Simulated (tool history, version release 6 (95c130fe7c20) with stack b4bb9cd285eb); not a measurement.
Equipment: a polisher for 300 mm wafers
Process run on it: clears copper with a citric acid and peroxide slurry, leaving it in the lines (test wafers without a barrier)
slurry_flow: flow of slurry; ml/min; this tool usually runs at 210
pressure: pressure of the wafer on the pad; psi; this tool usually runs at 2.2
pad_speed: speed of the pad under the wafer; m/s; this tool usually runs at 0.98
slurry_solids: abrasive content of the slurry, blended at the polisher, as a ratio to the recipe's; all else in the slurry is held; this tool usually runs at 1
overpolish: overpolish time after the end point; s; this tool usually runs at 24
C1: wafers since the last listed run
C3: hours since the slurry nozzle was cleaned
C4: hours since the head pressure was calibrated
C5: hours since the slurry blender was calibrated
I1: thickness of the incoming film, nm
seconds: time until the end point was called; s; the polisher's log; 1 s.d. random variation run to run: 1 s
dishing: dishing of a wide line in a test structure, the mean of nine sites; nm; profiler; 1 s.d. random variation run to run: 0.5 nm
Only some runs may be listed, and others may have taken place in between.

run 1 hour=0 | slurry_flow=210 pressure=1.8 pad_speed=0.98 slurry_solids=1 overpolish=24 | C1=0 wafers_polished_on_this_pad=619 C3=674.1 C4=1090.2 C5=368.3 | I1=139.3 | seconds=107.5 dishing=24.1
run 2 hour=13.6 | slurry_flow=210 pressure=2.2 pad_speed=0.98 slurry_solids=1 overpolish=15 | C1=128 wafers_polished_on_this_pad=748 C3=687.7 C4=1103.8 C5=381.9 | I1=141.2 | seconds=95.4 dishing=17.5
run 3 hour=29.6 | slurry_flow=235 pressure=2.2 pad_speed=0.98 slurry_solids=1 overpolish=24 | C1=150 wafers_polished_on_this_pad=899 C3=703.7 C4=1119.8 C5=397.9 | I1=141.4 | seconds=93.6 dishing=26.5
-- hour=48.4 worn pad replaced by a new one
run 4 hour=48.9 | slurry_flow=235 pressure=2.2 pad_speed=0.98 slurry_solids=1 overpolish=24 | C1=144 wafers_polished_on_this_pad=4 C3=723 C4=1139.1 C5=417.2 | I1=139.4 | seconds=94.9 dishing=26.8
run 5 hour=71.5 | slurry_flow=235 pressure=2.2 pad_speed=0.98 slurry_solids=1 overpolish=24 | C1=213 wafers_polished_on_this_pad=217 C3=745.6 C4=1161.7 C5=439.8 | I1=139.4 | seconds=95 dishing=26.1
run 6 hour=80.4 | slurry_flow=210 pressure=2.2 pad_speed=0.98 slurry_solids=1 overpolish=24 | C1=83 wafers_polished_on_this_pad=301 C3=754.5 C4=1170.6 C5=448.7 | I1=139.9 | seconds=97.9 dishing=26.6
-- hour=84.6 slurry blender recalibrated
run 7 hour=87.5 | slurry_flow=210 pressure=2.2 pad_speed=0.98 slurry_solids=1 overpolish=24 | C1=48 wafers_polished_on_this_pad=349 C3=761.6 C4=1177.7 C5=2.9 | I1=141.3 | seconds=91.4 dishing=26.8
run 8 hour=104.6 | slurry_flow=210 pressure=2.2 pad_speed=0.98 slurry_solids=1 overpolish=24 | C1=161 wafers_polished_on_this_pad=511 C3=778.7 C4=1194.8 C5=20 | I1=141.7 | seconds=90.2 dishing=27.9
run 9 hour=113.7 | slurry_flow=180 pressure=2.2 pad_speed=0.98 slurry_solids=1 overpolish=24 | C1=85 wafers_polished_on_this_pad=597 C3=787.8 C4=1203.9 C5=29.1 | I1=142.1 | seconds=92.8 dishing=27.1
run 10 hour=124.1 | slurry_flow=180 pressure=2.2 pad_speed=0.98 slurry_solids=1 overpolish=24 | C1=98 wafers_polished_on_this_pad=695 C3=798.2 C4=1214.3 C5=39.5 | I1=140.1 | seconds=93.3 dishing=26.7
run 11 hour=139.4 | slurry_flow=210 pressure=2.2 pad_speed=0.98 slurry_solids=1 overpolish=24 | C1=144 wafers_polished_on_this_pad=839 C3=813.5 C4=1229.6 C5=54.8 | I1=139.6 | seconds=89.8 dishing=26.5
run 12 hour=155.4 | slurry_flow=210 pressure=2.2 pad_speed=0.98 slurry_solids=1 overpolish=24 | C1=150 wafers_polished_on_this_pad=990 C3=829.5 C4=1245.6 C5=70.8 | I1=137.3 | seconds=88.4 dishing=27.7
-- hour=170.7 worn pad replaced by a new one
run 13 hour=173.3 | slurry_flow=210 pressure=2.2 pad_speed=0.98 slurry_solids=1 overpolish=24 | C1=131 wafers_polished_on_this_pad=24 C3=847.4 C4=1263.5 C5=88.7 | I1=141.1 | seconds=93.7 dishing=27.8
run 14 hour=189.8 | slurry_flow=160 pressure=2.2 pad_speed=0.98 slurry_solids=1 overpolish=24 | C1=155 wafers_polished_on_this_pad=180 C3=863.9 C4=1280 C5=105.2 | I1=141.7 | seconds=96.9 dishing=26.7
run 15 hour=204.9 | slurry_flow=210 pressure=2.2 pad_speed=0.98 slurry_solids=1 overpolish=24 | C1=142 wafers_polished_on_this_pad=323 C3=879 C4=1295.1 C5=120.3 | I1=137.9 | seconds=87 dishing=27.5
run 16 hour=215.9 | slurry_flow=285 pressure=1.5 pad_speed=0.78 slurry_solids=1.25 overpolish=24 | C1=103 wafers_polished_on_this_pad=426 C3=890 C4=1306.1 C5=131.3 | I1=139.3 | seconds=132.5 dishing=20
run 17 hour=223 | slurry_flow=185 pressure=2.2 pad_speed=1.14 slurry_solids=0.9 overpolish=12 | C1=66 wafers_polished_on_this_pad=493 C3=897.1 C4=1313.2 C5=138.4 | I1=137.2 | seconds=80.3 dishing=16.4
run 18 hour=236.5 | slurry_flow=210 pressure=2.2 pad_speed=0.98 slurry_solids=1 overpolish=24 | C1=127 wafers_polished_on_this_pad=621 C3=910.6 C4=1326.7 C5=151.9 | I1=140.4 | seconds=91.6 dishing=27.4
run 19 hour=251.4 | slurry_flow=210 pressure=2.2 pad_speed=0.76 slurry_solids=0.7 overpolish=24 | C1=140 wafers_polished_on_this_pad=761 C3=925.5 C4=1341.6 C5=166.8 | I1=139.1 | seconds=125.6 dishing=20
-- hour=255 head pressure recalibrated
-- hour=264 slurry nozzle cleaned
run 20 hour=264.5 | slurry_flow=210 pressure=2.2 pad_speed=0.98 slurry_solids=1 overpolish=24 | C1=95 wafers_polished_on_this_pad=857 C3=0.5 C4=9.5 C5=179.9 | I1=137.5 | seconds=88.8 dishing=27
run 21 hour=275.1 | slurry_flow=170 pressure=2.8 pad_speed=0.66 slurry_solids=1 overpolish=24 | C1=100 wafers_polished_on_this_pad=957 C3=11.1 C4=20.1 C5=190.5 | I1=141.9 | seconds=114.7 dishing=22.7
run 22 hour=292.4 | slurry_flow=210 pressure=2.2 pad_speed=0.98 slurry_solids=1 overpolish=35 | C1=163 wafers_polished_on_this_pad=1120 C3=28.4 C4=37.4 C5=207.8 | I1=140 | seconds=90.9 dishing=37.9
-- hour=298.3 worn pad replaced by a new one
run 23 hour=298.8 | slurry_flow=210 pressure=2.2 pad_speed=0.98 slurry_solids=1 overpolish=24 | C1=22 wafers_polished_on_this_pad=5 C3=34.8 C4=43.8 C5=214.2 | I1=139.2 | seconds=91.9 dishing=27.4
run 24 hour=314 | slurry_flow=175 pressure=2.2 pad_speed=0.98 slurry_solids=1 overpolish=33 | C1=143 wafers_polished_on_this_pad=148 C3=50 C4=59 C5=229.4 | I1=141.6 | seconds=95 dishing=34.7
run 25 hour=328.7 | slurry_flow=210 pressure=2.2 pad_speed=0.8 slurry_solids=1 overpolish=24 | C1=138 wafers_polished_on_this_pad=287 C3=64.7 C4=73.7 C5=244.1 | I1=139 | seconds=111.1 dishing=22.8
run 26 hour=335.7 | slurry_flow=210 pressure=2.2 pad_speed=0.88 slurry_solids=1 overpolish=36 | C1=66 wafers_polished_on_this_pad=353 C3=71.7 C4=80.7 C5=251.1 | I1=141.3 | seconds=100.8 dishing=34.4
run 27 hour=343 | slurry_flow=210 pressure=2.2 pad_speed=0.98 slurry_solids=1 overpolish=33 | C1=68 wafers_polished_on_this_pad=422 C3=79 C4=88 C5=258.4 | I1=141.8 | seconds=94 dishing=35.9
run 28 hour=358.9 | slurry_flow=235 pressure=1.4 pad_speed=0.98 slurry_solids=1 overpolish=24 | C1=150 wafers_polished_on_this_pad=572 C3=94.9 C4=103.9 C5=274.3 | I1=140.8 | seconds=124.8 dishing=20.9
run 29 hour=369.7 | slurry_flow=210 pressure=2.2 pad_speed=0.98 slurry_solids=1 overpolish=24 | C1=101 wafers_polished_on_this_pad=674 C3=105.7 C4=114.7 C5=285.1 | I1=137.7 | seconds=91.1 dishing=26.8

Consider 4 possible next runs. They are alternatives, not a sequence: every one starts from the tool as it was left by run 29. What does each give?
run A hour=370.2 | slurry_flow=210 pressure=2.6 pad_speed=0.98 slurry_solids=1 overpolish=24 | C1=4 wafers_polished_on_this_pad=678 C3=106.2 C4=115.2 C5=285.6 | I1=138.9 | seconds=? dishing=?
run B hour=370.2 | slurry_flow=210 pressure=1.8 pad_speed=0.82 slurry_solids=0.9 overpolish=35 | C1=4 wafers_polished_on_this_pad=678 C3=106.2 C4=115.2 C5=285.6 | I1=138.9 | seconds=? dishing=?
run C hour=370.2 | slurry_flow=210 pressure=1.4 pad_speed=0.98 slurry_solids=0.9 overpolish=24 | C1=4 wafers_polished_on_this_pad=678 C3=106.2 C4=115.2 C5=285.6 | I1=138.9 | seconds=? dishing=?
run D hour=370.2 | slurry_flow=210 pressure=1.7 pad_speed=0.98 slurry_solids=0.9 overpolish=24 | C1=4 wafers_polished_on_this_pad=678 C3=106.2 C4=115.2 C5=285.6 | I1=138.9 | seconds=? dishing=?

run=A seconds=82.2 dishing=29.8
run=B seconds=128 dishing=27.9
run=C seconds=127.2 dishing=20
run=D seconds=112.8 dishing=22.4
What these runs would have given with no unlogged condition in the tool:
run=A seconds=78.9 dishing=30.8
run=B seconds=123 dishing=28.8
run=C seconds=122.2 dishing=20.7
run=D seconds=108.4 dishing=23.2

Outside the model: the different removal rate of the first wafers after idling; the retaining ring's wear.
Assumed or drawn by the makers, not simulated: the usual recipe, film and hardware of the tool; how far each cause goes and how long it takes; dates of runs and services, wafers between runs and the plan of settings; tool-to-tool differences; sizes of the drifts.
